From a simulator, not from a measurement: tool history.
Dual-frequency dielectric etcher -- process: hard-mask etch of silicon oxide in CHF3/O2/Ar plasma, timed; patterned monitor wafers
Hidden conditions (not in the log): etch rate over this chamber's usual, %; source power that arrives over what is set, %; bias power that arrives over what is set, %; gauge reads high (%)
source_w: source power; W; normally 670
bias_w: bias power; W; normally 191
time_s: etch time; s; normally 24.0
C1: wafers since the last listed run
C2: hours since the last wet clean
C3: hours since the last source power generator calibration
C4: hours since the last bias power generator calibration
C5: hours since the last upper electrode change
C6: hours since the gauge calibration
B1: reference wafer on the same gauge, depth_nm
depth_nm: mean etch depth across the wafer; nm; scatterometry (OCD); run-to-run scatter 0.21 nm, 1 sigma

Run 1, hour 0.0: usual settings; C1 0; C2 305.4; C3 2607.0; C4 1630.4; C5 5316.4; C6 814.3; B1 50.6. Result: depth_nm 53.0 nm.
At hour 4.6: gauge calibrated.
Run 2, hour 46.6: usual settings; C1 878; C2 352.0; C3 2653.6; C4 1677.0; C5 5363.0; C6 42.0; B1 50.6. Result: depth_nm 52.4 nm.
Run 3, hour 96.2: usual settings but source_w 760 W; C1 934; C2 401.6; C3 2703.2; C4 1726.6; C5 5412.6; C6 91.6; B1 50.7. Result: depth_nm 56.7 nm.
Run 4, hour 121.6: usual settings but source_w 750 W; C1 478; C2 427.0; C3 2728.6; C4 1752.0; C5 5438.0; C6 117.0; B1 50.5. Result: depth_nm 56.4 nm.
Run 5, hour 147.8: usual settings but source_w 750 W; C1 493; C2 453.2; C3 2754.8; C4 1778.2; C5 5464.2; C6 143.2; B1 50.5. Result: depth_nm 57.1 nm.
Run 6, hour 205.5: usual settings but source_w 750 W; C1 1087; C2 510.9; C3 2812.5; C4 1835.9; C5 5521.9; C6 200.9; B1 50.6. Result: depth_nm 57.0 nm.
At hour 252.3: wet clean of the chamber.
Run 7, hour 269.4: usual settings; C1 751; C2 17.1; C3 2876.4; C4 1899.8; C5 5585.8; C6 264.8; B1 50.6. Result: depth_nm 48.9 nm.
Run 8, hour 296.0: usual settings; C1 501; C2 43.7; C3 2903.0; C4 1926.4; C5 5612.4; C6 291.4; B1 50.7. Result: depth_nm 49.3 nm.
Run 9, hour 327.7: usual settings; C1 597; C2 75.4; C3 2934.7; C4 1958.1; C5 5644.1; C6 323.1; B1 50.6. Result: depth_nm 49.2 nm.
At hour 395.2: wet clean of the chamber, repeated, since the last time left the tool worse.
Run 10, hour 395.7: usual settings; C1 829; C2 0.5; C3 3002.7; C4 2026.1; C5 5712.1; C6 391.1; B1 50.5. Result: depth_nm 51.8 nm.
Run 11, hour 442.0: usual settings but time_s 22.5 s; C1 872; C2 46.8; C3 3049.0; C4 2072.4; C5 5758.4; C6 437.4; B1 50.6. Result: depth_nm 48.5 nm.

Run 12 has not been measured yet. What should we expect?
Run 12, hour 498.7: usual settings but bias_w 152 W, time_s 26.0 s; C1 1068; C2 103.5; C3 3105.7; C4 2129.1; C5 5815.1; C6 494.1; B1 ?. Result: depth_nm ?.

Run 12 measured B1 50.6, depth_nm 54.4 nm.
Were there no unlogged condition in the tool, this run, its random variation unchanged, would have produced depth_nm 54.0 nm.
